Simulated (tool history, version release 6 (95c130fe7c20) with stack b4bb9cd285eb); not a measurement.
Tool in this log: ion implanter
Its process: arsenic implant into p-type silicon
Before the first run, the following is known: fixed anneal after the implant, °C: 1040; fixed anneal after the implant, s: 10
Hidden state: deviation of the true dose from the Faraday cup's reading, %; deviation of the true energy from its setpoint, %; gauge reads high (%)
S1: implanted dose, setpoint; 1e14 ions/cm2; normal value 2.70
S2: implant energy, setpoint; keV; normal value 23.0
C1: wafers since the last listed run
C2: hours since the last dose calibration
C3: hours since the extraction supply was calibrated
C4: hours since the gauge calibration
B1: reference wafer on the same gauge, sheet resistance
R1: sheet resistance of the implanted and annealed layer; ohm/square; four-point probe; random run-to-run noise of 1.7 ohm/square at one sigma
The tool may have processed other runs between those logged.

{"run": 1, "hour": 0.0, "S1": 2.87, "S2": 23.0, "C1": 0, "C2": 215.4, "C3": 4970.5, "C4": 984.5, "B1": 328.16, "R1": 282.18}
{"run": 2, "hour": 67.3, "S1": 2.49, "S2": 23.0, "C1": 644, "C2": 282.7, "C3": 5037.8, "C4": 1051.8, "B1": 328.52, "R1": 315.45}
{"run": 3, "hour": 136.9, "S1": 2.49, "S2": 23.0, "C1": 666, "C2": 352.3, "C3": 5107.4, "C4": 1121.4, "B1": 328.56, "R1": 320.07}
{"hour": 157.1, "done": "gauge calibrated"}
{"run": 4, "hour": 199.6, "S1": 2.91, "S2": 25.0, "C1": 600, "C2": 415.0, "C3": 5170.1, "C4": 42.5, "B1": 328.56, "R1": 277.88}
{"run": 5, "hour": 250.6, "S1": 2.7, "S2": 23.0, "C1": 488, "C2": 466.0, "C3": 5221.1, "C4": 93.5, "B1": 328.35, "R1": 300.63}
{"run": 6, "hour": 307.9, "S1": 2.7, "S2": 23.0, "C1": 548, "C2": 523.3, "C3": 5278.4, "C4": 150.8, "B1": 328.79, "R1": 298.06}
{"run": 7, "hour": 353.4, "S1": 2.7, "S2": 23.0, "C1": 435, "C2": 568.8, "C3": 5323.9, "C4": 196.3, "B1": 328.2, "R1": 301.39}
{"run": 8, "hour": 383.3, "S1": 2.7, "S2": 23.0, "C1": 286, "C2": 598.7, "C3": 5353.8, "C4": 226.2, "B1": 328.69, "R1": 302.98}
{"run": 9, "hour": 453.1, "S1": 2.7, "S2": 25.0, "C1": 667, "C2": 668.5, "C3": 5423.6, "C4": 296.0, "B1": 328.87, "R1": 295.83}
{"run": 10, "hour": 521.3, "S1": 2.7, "S2": 25.0, "C1": 652, "C2": 736.7, "C3": 5491.8, "C4": 364.2, "B1": 329.6, "R1": 297.82}
{"run": 11, "hour": 567.2, "S1": 2.7, "S2": 25.0, "C1": 439, "C2": 782.6, "C3": 5537.7, "C4": 410.1, "B1": 329.48, "R1": 300.48}
{"run": 12, "hour": 718.5, "S1": 2.7, "S2": 23.0, "C1": 1447, "C2": 933.9, "C3": 5689.0, "C4": 561.4, "B1": 329.41, "R1": 298.52}
{"hour": 741.9, "done": "Faraday cup replaced and dose calibrated"}
{"run": 13, "hour": 764.7, "S1": 2.7, "S2": 23.0, "C1": 365, "C2": 22.8, "C3": 5735.2, "C4": 607.6, "B1": 328.88, "R1": 291.51}
{"run": 14, "hour": 791.0, "S1": 2.7, "S2": 23.0, "C1": 251, "C2": 49.1, "C3": 5761.5, "C4": 633.9, "B1": 329.22, "R1": 289.13}
{"run": 15, "hour": 816.7, "S1": 2.7, "S2": 23.0, "C1": 245, "C2": 74.8, "C3": 5787.2, "C4": 659.6, "B1": 329.4, "R1": 293.34}
{"run": 16, "hour": 857.5, "S1": 2.7, "S2": 23.0, "C1": 390, "C2": 115.6, "C3": 5828.0, "C4": 700.4, "B1": 328.76, "R1": 291.24}
{"run": 17, "hour": 884.6, "S1": 2.7, "S2": 23.0, "C1": 259, "C2": 142.7, "C3": 5855.1, "C4": 727.5, "B1": 329.0, "R1": 290.34}
{"run": 18, "hour": 911.7, "S1": 2.7, "S2": 19.0, "C1": 259, "C2": 169.8, "C3": 5882.2, "C4": 754.6, "B1": 329.33, "R1": 300.48}
{"run": 19, "hour": 961.3, "S1": 2.7, "S2": 19.0, "C1": 474, "C2": 219.4, "C3": 5931.8, "C4": 804.2, "B1": 329.32, "R1": 303.66}
{"run": 20, "hour": 1005.3, "S1": 2.7, "S2": 19.0, "C1": 421, "C2": 263.4, "C3": 5975.8, "C4": 848.2, "B1": 328.96, "R1": 300.55}
{"run": 21, "hour": 1030.4, "S1": 2.7, "S2": 16.5, "C1": 240, "C2": 288.5, "C3": 6000.9, "C4": 873.3, "B1": 329.32, "R1": 308.22}
{"hour": 1078.1, "done": "extraction supply calibrated"}
{"run": 22, "hour": 1084.6, "S1": 1.98, "S2": 17.5, "C1": 442, "C2": 342.7, "C3": 6.5, "C4": 927.5, "B1": 329.13, "R1": 388.36}
{"run": 23, "hour": 1156.4, "S1": 3.5, "S2": 30.0, "C1": 687, "C2": 414.5, "C3": 78.3, "C4": 999.3, "B1": 328.53, "R1": 235.67}
{"run": 24, "hour": 1181.0, "S1": 3.5, "S2": 28.0, "C1": 235, "C2": 439.1, "C3": 102.9, "C4": 1023.9, "B1": 327.96, "R1": 241.21}
{"run": 25, "hour": 1220.1, "S1": 2.7, "S2": 23.0, "C1": 374, "C2": 478.2, "C3": 142.0, "C4": 1063.0, "B1": 328.63, "R1": 300.5}
{"run": 26, "hour": 1283.2, "S1": 2.7, "S2": 23.0, "C1": 603, "C2": 541.3, "C3": 205.1, "C4": 1126.1, "B1": 329.39, "R1": 298.11}
{"run": 27, "hour": 1352.8, "S1": 2.7, "S2": 23.0, "C1": 666, "C2": 610.9, "C3": 274.7, "C4": 1195.7, "B1": 329.72, "R1": 300.24}
{"hour": 1406.1, "done": "gauge calibrated"}
{"hour": 1550.0, "done": "Faraday cup replaced and dose calibrated"}
{"run": 28, "hour": 1562.7, "S1": 2.7, "S2": 23.0, "C1": 1932, "C2": 12.7, "C3": 484.6, "C4": 156.6, "B1": 329.48, "R1": 289.67}
{"run": 29, "hour": 1591.0, "S1": 3.25, "S2": 26.0, "C1": 270, "C2": 41.0, "C3": 512.9, "C4": 184.9, "B1": 328.41, "R1": 248.4}
{"run": 30, "hour": 1656.8, "S1": 2.7, "S2": 23.0, "C1": 629, "C2": 106.8, "C3": 578.7, "C4": 250.7, "B1": 329.02, "R1": 293.93}
{"run": 31, "hour": 1721.4, "S1": 3.08, "S2": 23.0, "C1": 618, "C2": 171.4, "C3": 643.3, "C4": 315.3, "B1": 328.96, "R1": 264.04}
{"run": 32, "hour": 1753.2, "S1": 3.15, "S2": 23.0, "C1": 304, "C2": 203.2, "C3": 675.1, "C4": 347.1, "B1": 328.43, "R1": 258.94}
{"run": 33, "hour": 1778.3, "S1": 2.7, "S2": 23.0, "C1": 240, "C2": 228.3, "C3": 700.2, "C4": 372.2, "B1": 329.15, "R1": 292.14}
{"run": 34, "hour": 1808.9, "S1": 2.7, "S2": 23.0, "C1": 292, "C2": 258.9, "C3": 730.8, "C4": 402.8, "B1": 329.29, "R1": 298.9}
{"run": 35, "hour": 1870.3, "S1": 2.04, "S2": 16.5, "C1": 587, "C2": 320.3, "C3": 792.2, "C4": 464.2, "B1": 328.89, "R1": 381.36}
{"run": 36, "hour": 1928.8, "S1": 3.1, "S2": 23.0, "C1": 559, "C2": 378.8, "C3": 850.7, "C4": 522.7, "B1": 330.0, "R1": 270.89}
{"run": 37, "hour": 1993.3, "S1": 3.06, "S2": 26.0, "C1": 617, "C2": 443.3, "C3": 915.2, "C4": 587.2, "B1": 329.81, "R1": 265.98}
{"run": 38, "hour": 2020.4, "S1": 3.39, "S2": 23.0, "C1": 259, "C2": 470.4, "C3": 942.3, "C4": 614.3, "B1": 329.15, "R1": 253.15}

Describe how what the log doesn't record of the tool's condition differs between the last listed run preceding each entry between runs and the first listed run following it.
Run 3 -> run 4: gauge calibrated (hour 157.1)
  deviation of the true dose from the Faraday cup's reading, %: -3.84 -> -4.15
  difference, measured minus the result without the unlogged condition, R1: +9.27 -> +8.72 ohm/square
Run 12 -> run 13: Faraday cup replaced and dose calibrated (hour 741.9)
  deviation of the true dose from the Faraday cup's reading, %: -5.24 -> 0.103
  difference, measured minus the result without the unlogged condition, R1: +11.85 -> -0.22 ohm/square
Run 21 -> run 22: extraction supply calibrated (hour 1078.1)
  deviation of the true dose from the Faraday cup's reading, %: -2.75 -> -3.08
  difference, measured minus the result without the unlogged condition, R1: +6.44 -> +9.04 ohm/square
Run 27 -> run 28: gauge calibrated (hour 1406.1); Faraday cup replaced and dose calibrated (hour 1550.0)
  deviation of the true dose from the Faraday cup's reading, %: -4.08 -> 0.259
  difference, measured minus the result without the unlogged condition, R1: +9.25 -> -0.56 ohm/square

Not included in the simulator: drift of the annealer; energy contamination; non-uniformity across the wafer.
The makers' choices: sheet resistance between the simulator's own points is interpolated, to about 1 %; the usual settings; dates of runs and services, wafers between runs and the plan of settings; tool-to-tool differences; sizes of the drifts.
